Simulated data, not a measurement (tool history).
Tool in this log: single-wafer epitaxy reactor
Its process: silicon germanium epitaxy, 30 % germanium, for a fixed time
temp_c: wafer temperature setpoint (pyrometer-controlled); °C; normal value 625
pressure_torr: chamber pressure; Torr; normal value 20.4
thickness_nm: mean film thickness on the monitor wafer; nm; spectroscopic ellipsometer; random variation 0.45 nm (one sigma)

run    hour  temp_c  pressure_torr  read-back reference wafer on the same gauge, thickness_nm  thickness_nm
  1     0.0     617           20.4                                                     78.687        75.608
  2    60.1     617           20.4                                                     78.654        75.732
  3   127.1     618           20.4                                                     78.652        76.323
  4   200.3     633           20.4                                                     78.689       102.232
  5   245.0     625           20.4                                                     78.712        88.138
  6   340.0     625           20.4                                                     78.668        87.703
  7   404.8     625           20.4                                                     78.712        87.252
  8   489.8     625           20.4                                                     78.668        86.550
  9   607.0     615           20.4                                                     78.608        70.602
 10   659.9     625           20.4                                                     78.796        86.059
 11   766.7     625           20.4                                                     78.630        86.801
 12   803.7     625           20.4                                                     78.756        85.651
      826.8  -- capacitance manometer re-zeroed and calibrated
 13   856.2     620           20.4                                                     78.670        77.505
      936.4  -- showerhead replaced, of another model than before
 14   941.4     625           20.4                                                     78.663        86.239
 15  1032.8     625           20.4                                                     78.627        85.690
 16  1104.7     625           20.4                                                     78.698        84.579
 17  1163.7     635           20.4                                                     78.683       103.817
 18  1247.6     636           25.2                                                     78.672       125.116
 19  1286.6     625           20.4                                                     78.590        84.261
 20  1360.1     625           20.4                                                     78.729        83.907
 21  1418.5     625           22.2                                                     78.743        90.185
 22  1464.1     614           20.4                                                     78.779        66.790
 23  1539.6     639           23.6                                                     78.750       123.863
     1592.3  -- gauge calibrated
 24  1643.9     639           16.7                                                     78.727        87.411
     1716.4  -- pyrometer calibrated
 25  1721.3     616           22.8                                                     78.705        83.269
 26  1803.4     625           20.4                                                     78.711        90.915
 27  1868.3     640           18.5                                                     78.572       108.946
 28  1949.9     625           23.0                                                     78.628       100.242
     2028.4  -- capacitance manometer re-zeroed and calibrated
 29  2030.4     630           22.5                                                     78.723       108.323
 30  2081.1     631           20.4                                                     78.689       102.160
 31  2175.8     612           18.4                                                     78.714        62.605
 32  2384.0     613           20.4                                                     78.747        70.917
 33  2473.5     615           16.4                                                     78.746        58.401

Measured less the same run without the tool's hidden state. The same run-to-run variation is in both; the gauge's scatter may not be:
The hidden state here: wafer temperature above the value expected at the setpoint (K); true pressure above the setpoint (%); gauge reads high (%).
run  thickness_nm
  1        -1.799
  2        -1.914
  3        -2.056
  4        -2.848
  5        -2.618
  6        -2.854
  7        -3.018
  8        -3.240
  9        -3.016
 10        -3.753
 11        -4.152
 12        -4.228
 13        -4.051
 14        -4.772
 15        -5.102
 16        -5.328
 17        -6.668
 18        -8.540
 19        -6.094
 20        -6.405
 21        -7.179
 22        -5.656
 23       -10.351
 24        -7.844
 25        +0.346
 26        +0.363
 27        +0.402
 28        +0.351
 29        +0.327
 30        +0.271
 31        +0.122
 32        -0.040
 33        -0.113
